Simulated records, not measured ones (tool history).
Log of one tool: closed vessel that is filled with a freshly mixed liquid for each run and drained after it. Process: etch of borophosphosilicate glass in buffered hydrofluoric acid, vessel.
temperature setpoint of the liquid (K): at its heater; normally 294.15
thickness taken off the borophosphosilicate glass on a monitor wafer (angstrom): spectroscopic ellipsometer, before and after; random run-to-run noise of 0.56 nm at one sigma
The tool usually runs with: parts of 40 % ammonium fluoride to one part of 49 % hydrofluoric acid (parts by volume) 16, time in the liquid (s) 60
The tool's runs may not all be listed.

| run | hour | temperature setpoint of the liquid (K) | parts of 40 % ammonium fluoride to one part of 49 % hydrofluoric acid (parts by volume) | time in the liquid (s) | wafers since the last listed run | hours since the thermometer was replaced | hours since the hydrofluoric acid flow meter was replaced | hours since the gauge calibration | read-back film thickness of the borophosphosilicate glass reference wafer, read on the same gauge (nm) | thickness taken off the borophosphosilicate glass on a monitor wafer (angstrom) |
|---|---|---|---|---|---|---|---|---|---|---|
| 1 | 0 | 294.15 | 16 | 60 | 0 | 2206.6 | 1334.2 | 1167.8 | 140 | 802.7 |
| 2 | 43.7 | 294.15 | 16 | 60 | 4299 | 2250.3 | 1377.9 | 1211.5 | 140.01 | 804.8 |
| 3 | 99.6 | 294.15 | 14 | 60 | 5499 | 2306.2 | 1433.8 | 1267.4 | 139.98 | 911.7 |
|  | 108.8 | hydrofluoric acid flow meter replaced |
| 4 | 200.5 | 294.15 | 14 | 60 | 9829 | 2407.1 | 91.7 | 1368.3 | 139.99 | 970.8 |
| 5 | 298.2 | 294.15 | 16 | 60 | 9612 | 2504.8 | 189.4 | 1466 | 139.98 | 847.2 |
| 6 | 350.7 | 294.15 | 16 | 60 | 5165 | 2557.3 | 241.9 | 1518.5 | 139.99 | 856.1 |
| 7 | 446.3 | 294.15 | 16 | 60 | 9406 | 2652.9 | 337.5 | 1614.1 | 139.99 | 845.3 |
| 8 | 515.2 | 294.15 | 16 | 60 | 6779 | 2721.8 | 406.4 | 1683 | 140 | 843.2 |
| 9 | 621.8 | 294.15 | 16 | 60 | 10488 | 2828.4 | 513 | 1789.6 | 140.01 | 840.4 |
| 10 | 662.6 | 291.15 | 16 | 60 | 4014 | 2869.2 | 553.8 | 1830.4 | 140.01 | 695.9 |
| 11 | 726.3 | 291.15 | 16 | 60 | 6267 | 2932.9 | 617.5 | 1894.1 | 139.98 | 703 |
| 12 | 764 | 294.15 | 16 | 60 | 3709 | 2970.6 | 655.2 | 1931.8 | 140 | 830.2 |
| 13 | 811.6 | 294.15 | 16 | 60 | 4683 | 3018.2 | 702.8 | 1979.4 | 140 | 833.1 |
| 14 | 902.2 | 294.15 | 16 | 60 | 8914 | 3108.8 | 793.4 | 2070 | 139.99 | 824 |
|  | 911.8 | thermometer replaced |
| 15 | 961.6 | 298.65 | 16 | 60 | 5745 | 49.8 | 852.8 | 2129.4 | 139.99 | 1048 |
| 16 | 998.4 | 294.15 | 16 | 60 | 3620 | 86.6 | 889.6 | 2166.2 | 140.03 | 828.9 |
| 17 | 1069.1 | 294.15 | 16 | 75 | 6956 | 157.3 | 960.3 | 2236.9 | 139.99 | 1010.6 |
| 18 | 1189.4 | 294.15 | 13 | 60 | 11836 | 277.6 | 1080.6 | 2357.2 | 139.99 | 991.8 |
|  | 1193.4 | hydrofluoric acid flow meter replaced |
| 19 | 1239.1 | 295.65 | 11.5 | 40 | 4791 | 327.3 | 45.7 | 2406.9 | 140.02 | 869.8 |

Run 20 is up next; what results do you expect?
|  | 1263.5 | gauge calibrated |
| 20 | 1311.6 | 296.15 | 13.5 | 30 | 7133 | 399.8 | 118.2 | 48.1 | ? | ? |

{"run 20": {"read-back film thickness of the borophosphosilicate glass reference wafer, read on the same gauge (nm)": 139.99, "thickness taken off the borophosphosilicate glass on a monitor wafer (angstrom)": 566.2}}
Were there no unlogged condition in the tool, this run, its random variation unchanged, would have produced thickness taken off the borophosphosilicate glass on a monitor wafer (angstrom) 571.5.

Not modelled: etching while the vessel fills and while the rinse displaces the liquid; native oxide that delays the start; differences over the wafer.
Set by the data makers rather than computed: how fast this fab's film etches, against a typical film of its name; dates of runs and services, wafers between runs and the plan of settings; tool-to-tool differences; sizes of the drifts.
